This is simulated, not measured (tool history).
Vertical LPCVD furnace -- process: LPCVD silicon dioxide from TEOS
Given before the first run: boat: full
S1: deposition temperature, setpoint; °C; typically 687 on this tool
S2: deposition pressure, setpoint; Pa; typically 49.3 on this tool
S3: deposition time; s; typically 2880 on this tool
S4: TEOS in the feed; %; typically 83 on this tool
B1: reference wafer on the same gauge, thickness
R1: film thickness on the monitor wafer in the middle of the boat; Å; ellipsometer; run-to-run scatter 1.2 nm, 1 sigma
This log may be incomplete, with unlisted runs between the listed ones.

Run 1, hour 0.0: usual settings but S1 693 °C, S2 56.0 Pa; B1 282.17. Result: R1 4205.0 Å.
Run 2, hour 68.2: usual settings but S1 693 °C, S2 56.0 Pa; B1 281.99. Result: R1 4208.7 Å.
Run 3, hour 116.3: usual settings; B1 282.05. Result: R1 3428.7 Å.
Run 4, hour 159.0: usual settings; B1 282.08. Result: R1 3412.8 Å.
Run 5, hour 218.3: usual settings; B1 281.74. Result: R1 3420.5 Å.
Run 6, hour 286.0: usual settings; B1 281.86. Result: R1 3442.2 Å.
Run 7, hour 316.3: usual settings; B1 282.17. Result: R1 3441.2 Å.
Run 8, hour 375.1: usual settings; B1 282.08. Result: R1 3447.7 Å.
Run 9, hour 413.8: usual settings; B1 282.10. Result: R1 3428.8 Å.
Run 10, hour 464.3: usual settings; B1 282.06. Result: R1 3445.2 Å.
Run 11, hour 496.8: usual settings; B1 281.83. Result: R1 3445.1 Å.
At hour 508.0: gauge calibrated.
Run 12, hour 557.8: usual settings; B1 281.98. Result: R1 3447.5 Å.
Run 13, hour 611.2: usual settings but S4 67 %; B1 282.03. Result: R1 3084.2 Å.
At hour 684.2: pressure gauge zeroed.
At hour 712.7: thermocouples replaced and temperature profile calibrated.
Run 14, hour 713.2: usual settings but S3 3720 s; B1 282.23. Result: R1 4565.4 Å.
Run 15, hour 754.3: usual settings but S2 58.0 Pa, S3 3330 s; B1 281.91. Result: R1 4408.2 Å.
Run 16, hour 813.4: usual settings but S1 698 °C; B1 282.20. Result: R1 4591.5 Å.
Run 17, hour 844.7: usual settings but S1 679 °C, S2 38.7 Pa, S3 2160 s, S4 67 %; B1 282.27. Result: R1 1731.3 Å.
Run 18, hour 1049.2: usual settings; B1 281.86. Result: R1 3545.5 Å.
At hour 1111.7: thermocouples replaced and temperature profile calibrated, repeated, since the last time left the tool worse.
Run 19, hour 1112.2: usual settings but S3 3960 s; B1 281.94. Result: R1 4584.1 Å.
Run 20, hour 1144.9: usual settings but S1 677 °C, S4 79 %; B1 281.97. Result: R1 2552.4 Å.
Run 21, hour 1216.4: usual settings but S1 678 °C, S3 3240 s; B1 281.79. Result: R1 3008.3 Å.
At hour 1267.6: TEOS flow controller replaced.
Run 22, hour 1373.0: usual settings but S2 58.0 Pa, S3 3330 s; B1 281.92. Result: R1 4163.5 Å.
Run 23, hour 1421.8: usual settings; B1 281.93. Result: R1 3333.0 Å.
Run 24, hour 1492.1: usual settings; B1 282.04. Result: R1 3333.7 Å.
Run 25, hour 1539.5: usual settings; B1 281.89. Result: R1 3346.1 Å.
Run 26, hour 1564.1: usual settings but S1 690 °C; B1 281.98. Result: R1 3603.7 Å.
Run 27, hour 1597.3: usual settings but S3 2580 s, S4 96 %; B1 282.16. Result: R1 3209.7 Å.
Run 28, hour 1643.7: usual settings but S2 38.0 Pa, S3 1920 s, S4 77 %; B1 282.04. Result: R1 1893.4 Å.
Run 29, hour 1679.4: usual settings but S3 2430 s, S4 92 %; B1 281.68. Result: R1 2981.7 Å.
Run 30, hour 1742.9: usual settings but S4 90 %; B1 281.99. Result: R1 3481.8 Å.
Run 31, hour 1780.9: usual settings but S3 3750 s; B1 281.93. Result: R1 4371.8 Å.
Run 32, hour 1818.6: usual settings; B1 282.12. Result: R1 3360.1 Å.

Forecast each of these 3 alternatives for the next run:
Run A, hour 1823.6: usual settings; B1 ?. Result: R1 ?.
Run B, hour 1823.6: usual settings but S3 3570 s, S4 72 %; B1 ?. Result: R1 ?.
Run C, hour 1823.6: usual settings but S2 45.3 Pa, S3 3630 s; B1 ?. Result: R1 ?.

run      B1      R1
  A  282.07  3363.2
  B  282.07  3882.9
  C  282.07  4063.5
With no hidden state in the tool, these same runs would have given:
run      R1
  A  3331.9
  B  3846.8
  C  4025.7
